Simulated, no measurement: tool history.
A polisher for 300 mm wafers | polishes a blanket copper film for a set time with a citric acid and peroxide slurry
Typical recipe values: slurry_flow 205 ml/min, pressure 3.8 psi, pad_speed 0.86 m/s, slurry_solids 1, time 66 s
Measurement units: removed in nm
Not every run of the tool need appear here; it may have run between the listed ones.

run,hour,slurry_flow,pressure,pad_speed,slurry_solids,time,"incoming thickness of the incoming film, nm",removed
1,0,205,3.8,0.86,1,66,1030.1,141.2
2,61.7,205,4.7,0.86,1,66,1034.5,162.3
# hour 67.7: slurry nozzle cleaned
3,86.1,205,4.7,0.86,1,66,1024.5,164.2
4,148.3,205,4.7,0.86,1,66,1054.3,165.5
5,205.2,205,3.8,0.86,1,66,1040.2,139
# hour 213.3: worn pad replaced by a new one
6,273.9,205,3.8,0.86,1,66,1057.6,138.7
7,340.3,205,5,1.1,1,66,1047.4,206
# hour 356.4: slurry blender recalibrated
8,372.9,205,3.8,0.86,1,66,1043,140.7
9,410.3,205,3.8,0.58,1,66,1040.8,98.1
10,445.9,205,3.8,0.86,1,83,1045.7,175.2
11,471.9,135,3.8,0.66,0.9,47,1043.6,72.4
12,517.7,205,3.8,0.86,1,66,1040.6,134.8
13,583.3,245,4.4,0.86,1,86,1051.3,195.9
14,649.2,205,3.8,1.1,1,66,1041.4,166.6
15,711.9,170,3.8,0.86,1,66,1020.3,130.3
# hour 725.1: worn pad replaced by a new one
16,774.7,155,3.8,0.86,1,66,1047.8,127.1
# hour 778.2: slurry nozzle cleaned
17,811.8,205,3.8,0.86,1,66,1035.2,133.5
# hour 835.3: head pressure recalibrated
# hour 865.6: slurry blender recalibrated
18,878.9,205,3.2,0.86,1,66,1030.6,129.7
19,907.3,205,3.8,0.86,1,66,1050.9,144.1
20,955.6,205,3.8,0.86,1,81,1033.4,173.1
21,991.7,205,3.8,0.86,1,66,1038.3,142.7
22,1043.7,205,4.4,0.86,0.9,73,1058,171.8
23,1091.1,205,3.8,0.86,1,83,1035.9,179.6
24,1120.7,205,3.8,0.86,0.75,84,1046.5,172.8
25,1165.1,205,2.7,0.6,1,83,1047.1,110.1
# hour 1226.7: worn pad replaced by a new one
26,1231.4,205,2.9,0.86,1.25,66,1046.9,126.8
27,1263.3,175,4.3,0.76,1,66,1024.5,133.6
28,1331.1,205,3.8,0.86,1.15,66,1054.5,142.3
29,1376.2,175,4.3,0.76,1,66,1049.9,133.4
# hour 1389.3: slurry blender recalibrated
30,1412.2,170,3.8,0.86,1.15,66,1041.3,141
31,1438.2,165,3.8,0.64,1,66,1021,104.3

Each row is a separate what-if for the run after 31, all from the same tool condition, not one after another. Results?
A,1438.6,205,3.8,0.86,1,66,1045.9,?
B,1438.6,205,3.8,0.98,1,66,1045.9,?
C,1438.6,205,3.8,0.64,1.1,87,1045.9,?

run,removed
A,140.2
B,157.3
C,145.9
Stripped of hidden state, with their random variation kept, the same runs would have yielded:
run,removed
A,143.8
B,161.2
C,149.6
